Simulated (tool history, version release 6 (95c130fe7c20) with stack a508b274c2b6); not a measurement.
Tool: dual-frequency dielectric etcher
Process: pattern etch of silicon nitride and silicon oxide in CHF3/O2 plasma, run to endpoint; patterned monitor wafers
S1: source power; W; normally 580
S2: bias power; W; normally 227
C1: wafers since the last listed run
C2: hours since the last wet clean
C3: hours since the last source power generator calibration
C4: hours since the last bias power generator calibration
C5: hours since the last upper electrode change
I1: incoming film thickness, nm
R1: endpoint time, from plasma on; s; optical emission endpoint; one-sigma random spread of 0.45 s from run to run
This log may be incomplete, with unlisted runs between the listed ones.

Run 1, hour 0.0: usual settings; C1 0; C2 531.1; C3 3338.8; C4 3399.6; C5 4858.6; I1 250.7. Result: R1 155.6 s.
Run 2, hour 10.2: usual settings; C1 49; C2 541.3; C3 3349.0; C4 3409.8; C5 4868.8; I1 247.4. Result: R1 153.9 s.
Run 3, hour 21.4: usual settings; C1 54; C2 552.5; C3 3360.2; C4 3421.0; C5 4880.0; I1 251.1. Result: R1 156.9 s.
Run 4, hour 32.0: usual settings but S1 520 W; C1 51; C2 563.1; C3 3370.8; C4 3431.6; C5 4890.6; I1 249.5. Result: R1 165.3 s.
Run 5, hour 47.6: usual settings but S1 520 W; C1 75; C2 578.7; C3 3386.4; C4 3447.2; C5 4906.2; I1 250.4. Result: R1 164.7 s.
At hour 63.2: source power generator calibrated.
At hour 77.4: wet clean of the chamber.
At hour 82.5: bias power generator calibrated.
At hour 95.7: upper electrode replaced.
Run 6, hour 96.2: usual settings but S1 520 W; C1 63; C2 18.8; C3 33.0; C4 13.7; C5 0.5; I1 248.5. Result: R1 157.5 s.
Run 7, hour 96.6: usual settings; C1 1; C2 19.2; C3 33.4; C4 14.1; C5 0.9; I1 248.3. Result: R1 148.2 s.
Run 8, hour 97.0: usual settings; C1 1; C2 19.6; C3 33.8; C4 14.5; C5 1.3; I1 248.2. Result: R1 147.7 s.
Run 9, hour 97.3: usual settings; C1 1; C2 19.9; C3 34.1; C4 14.8; C5 1.6; I1 249.0. Result: R1 148.8 s.
Run 10, hour 103.6: usual settings but S1 490 W, S2 188 W; C1 30; C2 26.2; C3 40.4; C4 21.1; C5 7.9; I1 248.9. Result: R1 173.6 s.
Run 11, hour 114.1: usual settings; C1 50; C2 36.7; C3 50.9; C4 31.6; C5 18.4; I1 250.7. Result: R1 150.4 s.
Run 12, hour 130.3: usual settings but S1 690 W, S2 183 W; C1 78; C2 52.9; C3 67.1; C4 47.8; C5 34.6; I1 248.7. Result: R1 147.4 s.
Run 13, hour 138.6: usual settings; C1 40; C2 61.2; C3 75.4; C4 56.1; C5 42.9; I1 251.4. Result: R1 150.7 s.
Run 14, hour 148.5: usual settings; C1 47; C2 71.1; C3 85.3; C4 66.0; C5 52.8; I1 252.2. Result: R1 151.1 s.
Run 15, hour 158.7: usual settings but S1 630 W, S2 252 W; C1 49; C2 81.3; C3 95.5; C4 76.2; C5 63.0; I1 249.9. Result: R1 139.2 s.
Run 16, hour 165.9: usual settings but S1 670 W, S2 181 W; C1 34; C2 88.5; C3 102.7; C4 83.4; C5 70.2; I1 253.8. Result: R1 154.0 s.
Run 17, hour 175.6: usual settings but S1 630 W, S2 184 W; C1 46; C2 98.2; C3 112.4; C4 93.1; C5 79.9; I1 250.1. Result: R1 155.5 s.
Run 18, hour 189.2: usual settings but S1 530 W; C1 65; C2 111.8; C3 126.0; C4 106.7; C5 93.5; I1 248.7. Result: R1 157.3 s.
Run 19, hour 201.7: usual settings but S1 500 W, S2 202 W; C1 60; C2 124.3; C3 138.5; C4 119.2; C5 106.0; I1 248.3. Result: R1 169.8 s.

Some steps in R1 between neighbouring runs. How much of each would the tool show without its hidden state too (settings, what came in, random variation), and how much is left for the hidden state, with any gauge scatter that isn't in both results?
Unlogged tool condition in this case: etch rate over this chamber's usual, %; source power that arrives over what is set, %; bias power that arrives over what is set, %.
Run 5 -> 6: source power generator calibrated, wet clean of the chamber, bias power generator calibrated, upper electrode replaced. R1 -7.2 s: hidden state -7.1, all else -0.1.
Run 9 -> 10: S1 580 -> 490, S2 227 -> 188. R1 +24.8 s: hidden state +0.4, all else +24.4.
